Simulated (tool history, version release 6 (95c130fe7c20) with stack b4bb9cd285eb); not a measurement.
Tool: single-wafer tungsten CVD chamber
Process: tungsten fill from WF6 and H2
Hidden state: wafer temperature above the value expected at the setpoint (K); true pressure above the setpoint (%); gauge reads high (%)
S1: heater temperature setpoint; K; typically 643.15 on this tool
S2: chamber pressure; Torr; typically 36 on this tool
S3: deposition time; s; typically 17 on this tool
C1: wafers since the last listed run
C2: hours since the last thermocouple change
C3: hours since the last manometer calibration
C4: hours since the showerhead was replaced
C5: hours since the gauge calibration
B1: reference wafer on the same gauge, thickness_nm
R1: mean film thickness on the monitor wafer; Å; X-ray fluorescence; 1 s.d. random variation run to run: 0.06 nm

run 1 hour=0 | S1=643.15 S2=36 S3=17 | C1=0 C2=1243.1 C3=743.3 C4=4236.6 C5=47.2 | B1=29.791 | R1=270.34
run 2 hour=65.5 | S1=643.15 S2=36 S3=17 | C1=2285 C2=1308.6 C3=808.8 C4=4302.1 C5=112.7 | B1=29.801 | R1=269.5
run 3 hour=116.1 | S1=643.15 S2=36 S3=17 | C1=1765 C2=1359.2 C3=859.4 C4=4352.7 C5=163.3 | B1=29.803 | R1=268.28
run 4 hour=149.1 | S1=643.15 S2=29.9 S3=17 | C1=1151 C2=1392.2 C3=892.4 C4=4385.7 C5=196.3 | B1=29.804 | R1=245.24
run 5 hour=192 | S1=643.15 S2=29.9 S3=17 | C1=1497 C2=1435.1 C3=935.3 C4=4428.6 C5=239.2 | B1=29.802 | R1=244.81
run 6 hour=246.6 | S1=643.15 S2=36 S3=17 | C1=1905 C2=1489.7 C3=989.9 C4=4483.2 C5=293.8 | B1=29.819 | R1=268.29
run 7 hour=275.1 | S1=643.15 S2=36 S3=17 | C1=994 C2=1518.2 C3=1018.4 C4=4511.7 C5=322.3 | B1=29.797 | R1=269.01
run 8 hour=301.5 | S1=651.15 S2=42.3 S3=15.9 | C1=921 C2=1544.6 C3=1044.8 C4=4538.1 C5=348.7 | B1=29.789 | R1=329.44
run 9 hour=335.4 | S1=643.15 S2=39.5 S3=18.2 | C1=1183 C2=1578.5 C3=1078.7 C4=4572 C5=382.6 | B1=29.807 | R1=301.32
-- hour=353.6 gauge calibrated
run 10 hour=368.9 | S1=643.15 S2=36 S3=17 | C1=1169 C2=1612 C3=1112.2 C4=4605.5 C5=15.3 | B1=29.792 | R1=268.65
-- hour=381.3 thermocouple changed; heater temperature recalibrated
run 11 hour=428.2 | S1=643.15 S2=36 S3=17 | C1=1790 C2=46.9 C3=1171.5 C4=4664.8 C5=74.6 | B1=29.803 | R1=269.37
-- hour=448.2 showerhead replaced
-- hour=487.5 capacitance manometer re-zeroed and calibrated
run 12 hour=557.9 | S1=647.15 S2=32.5 S3=17 | C1=3968 C2=176.6 C3=70.4 C4=109.7 C5=204.3 | B1=29.795 | R1=290.27
run 13 hour=587.4 | S1=657.15 S2=29.3 S3=17.9 | C1=1029 C2=206.1 C3=99.9 C4=139.2 C5=233.8 | B1=29.794 | R1=364.38
run 14 hour=638 | S1=632.15 S2=27.4 S3=18.8 | C1=1765 C2=256.7 C3=150.5 C4=189.8 C5=284.4 | B1=29.792 | R1=202.72
-- hour=671.1 gauge calibrated
run 15 hour=674.2 | S1=631.15 S2=36 S3=14.4 | C1=1263 C2=292.9 C3=186.7 C4=226 C5=3.1 | B1=29.802 | R1=173.26

What the log doesn't show, run by run:
wafer temperature above the value expected at the setpoint (K): 0 at every run
gauge reads high (%): 0 at every run
H1: true pressure above the setpoint (%)
run=1 H1=-6.13
run=2 H1=-6.28
run=3 H1=-6.39
run=4 H1=-6.45
run=5 H1=-6.52
run=6 H1=-6.6
run=7 H1=-6.63
run=8 H1=-6.66
run=9 H1=-6.7
run=10 H1=-6.73
run=11 H1=-6.79
run=12 H1=0.0514
run=13 H1=-0.403
run=14 H1=-1.1
run=15 H1=-1.55
